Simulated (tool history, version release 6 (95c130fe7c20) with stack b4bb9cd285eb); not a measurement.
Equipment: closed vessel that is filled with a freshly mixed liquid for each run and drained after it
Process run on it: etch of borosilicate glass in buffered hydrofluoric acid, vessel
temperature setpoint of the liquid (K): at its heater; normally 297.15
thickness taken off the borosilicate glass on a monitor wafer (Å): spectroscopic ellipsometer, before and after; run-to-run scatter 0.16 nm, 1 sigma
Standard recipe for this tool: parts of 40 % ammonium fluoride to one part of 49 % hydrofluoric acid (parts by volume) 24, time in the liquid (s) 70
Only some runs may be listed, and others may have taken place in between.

| run | day | temperature setpoint of the liquid (K) | parts of 40 % ammonium fluoride to one part of 49 % hydrofluoric acid (parts by volume) | time in the liquid (s) | read-back film thickness of the borosilicate glass reference wafer, read on the same gauge (nm) | thickness taken off the borosilicate glass on a monitor wafer (Å) |
|---|---|---|---|---|---|---|
| 1 | 0 | 300.65 | 17 | 70 | 80.02 | 638.3 |
| 2 | 2.079 | 300.65 | 17 | 70 | 79.99 | 635.3 |
| 3 | 5.221 | 300.65 | 17 | 70 | 79.99 | 635.2 |
| 4 | 7.45 | 297.15 | 24 | 70 | 80 | 397 |
| 5 | 11.05 | 297.15 | 24 | 70 | 80.01 | 395.2 |
| 6 | 14.029 | 297.15 | 24 | 70 | 79.98 | 393.7 |
| 7 | 16.842 | 293.15 | 24 | 70 | 79.99 | 314.2 |
| 8 | 18.996 | 293.15 | 24 | 70 | 79.97 | 315.3 |
| 9 | 22.254 | 293.15 | 24 | 70 | 79.97 | 313.9 |
|  | 23.371 | hydrofluoric acid flow meter replaced |
| 10 | 23.754 | 297.15 | 30 | 100 | 80 | 478.4 |
| 11 | 27.883 | 297.15 | 24 | 70 | 79.99 | 385.9 |
| 12 | 31.058 | 297.15 | 24 | 70 | 79.98 | 391 |
|  | 32.154 | thermometer replaced |
|  | 34.825 | gauge calibrated |
| 13 | 43.208 | 297.15 | 27 | 70 | 80.01 | 368.2 |
| 14 | 46.858 | 297.15 | 14.5 | 70 | 80.03 | 619.6 |
| 15 | 49.992 | 302.15 | 30 | 105 | 80.01 | 670.8 |
| 16 | 53.258 | 292.15 | 19 | 45 | 80.04 | 230.8 |
| 17 | 55.067 | 297.15 | 24 | 55 | 80.03 | 311.5 |
| 18 | 57.408 | 292.65 | 30 | 100 | 79.98 | 378 |

Hidden state, per run?
hydrofluoric acid flow below the setpoint (%): 0 across all the runs
gauge reads high (%): 0 across all the runs
H1: liquid colder than its thermometer reads (K)
| run | H1 |
|---|---|
| 1 | 0.355 |
| 2 | 0.38 |
| 3 | 0.417 |
| 4 | 0.444 |
| 5 | 0.487 |
| 6 | 0.523 |
| 7 | 0.556 |
| 8 | 0.582 |
| 9 | 0.621 |
| 10 | 0.639 |
| 11 | 0.689 |
| 12 | 0.727 |
| 13 | 0.311 |
| 14 | 0.355 |
| 15 | 0.392 |
| 16 | 0.431 |
| 17 | 0.453 |
| 18 | 0.481 |
